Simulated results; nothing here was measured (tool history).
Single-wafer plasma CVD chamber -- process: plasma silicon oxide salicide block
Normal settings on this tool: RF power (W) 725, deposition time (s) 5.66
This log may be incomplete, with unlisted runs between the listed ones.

run   hour  RF power (W)  deposition time (s)  read-back reference wafer on the same gauge, thickness_nm  mean film thickness on the monitor wafer (Å)
  1    0.0           770                 5.66                                                     56.880                                        623.37
  2   30.4           770                 5.66                                                     56.905                                        621.47
  3   66.4           725                 5.66                                                     56.882                                        609.87
  4   83.3           725                 5.66                                                     56.892                                        611.26
     108.7  -- gauge calibrated
  5  110.9           695                 5.66                                                     56.894                                        601.71
  6  127.9           695                 5.66                                                     56.907                                        601.76
  7  180.7           765                 5.66                                                     56.898                                        619.73
  8  203.2           765                 5.66                                                     56.905                                        617.65
     218.1  -- showerhead replaced
  9  233.7           765                 5.66                                                     56.901                                        620.27
 10  262.3           725                 5.66                                                     56.888                                        607.75
 11  287.9           725                 5.66                                                     56.907                                        607.71
     307.1  -- RF generator calibrated
 12  311.0           655                 5.28                                                     56.889                                        565.91
 13  326.1           630                 5.21                                                     56.898                                        552.54
 14  349.5           680                 5.12                                                     56.906                                        553.40
 15  370.5           665                 5.66                                                     56.889                                        608.00
 16  397.7           725                 5.66                                                     56.892                                        623.18
 17  409.7           725                 5.66                                                     56.914                                        623.65
 18  429.5           725                 4.55                                                     56.912                                        501.02
     435.8  -- gauge calibrated
 19  453.4           725                 5.66                                                     56.908                                        623.26
 20  473.2           820                 4.92                                                     56.904                                        559.85
 21  487.8           805                 4.53                                                     56.903                                        514.45
 22  514.4           725                 6.16                                                     56.897                                        677.66
 23  549.6           795                 5.13                                                     56.905                                        579.44

How would selected steps in mean film thickness on the monitor wafer (Å) from run to run divide? Give the signed amount a tool lacking its hidden state would still show from settings, what came in and random variation, and the signed amount left for the hidden state, including any gauge scatter that is not in both of the compared results.
Hidden conditions of the tool in this case: delivered RF power above the setpoint (%); gauge reads high (%).
Run 6 -> 7: RF power (W) 695 -> 765. mean film thickness on the monitor wafer (Å) +17.97: hidden state -0.98, all else +18.95.
Run 11 -> 12: RF power (W) 725 -> 655, deposition time (s) 5.66 -> 5.28, RF generator calibrated. mean film thickness on the monitor wafer (Å) -41.80: hidden state +16.63, all else -58.43.
Run 17 -> 18: deposition time (s) 5.66 -> 4.55. mean film thickness on the monitor wafer (Å) -122.63: hidden state +0.25, all else -122.88.
Run 21 -> 22: RF power (W) 805 -> 725, deposition time (s) 4.53 -> 6.16. mean film thickness on the monitor wafer (Å) +163.21: hidden state -0.93, all else +164.14.
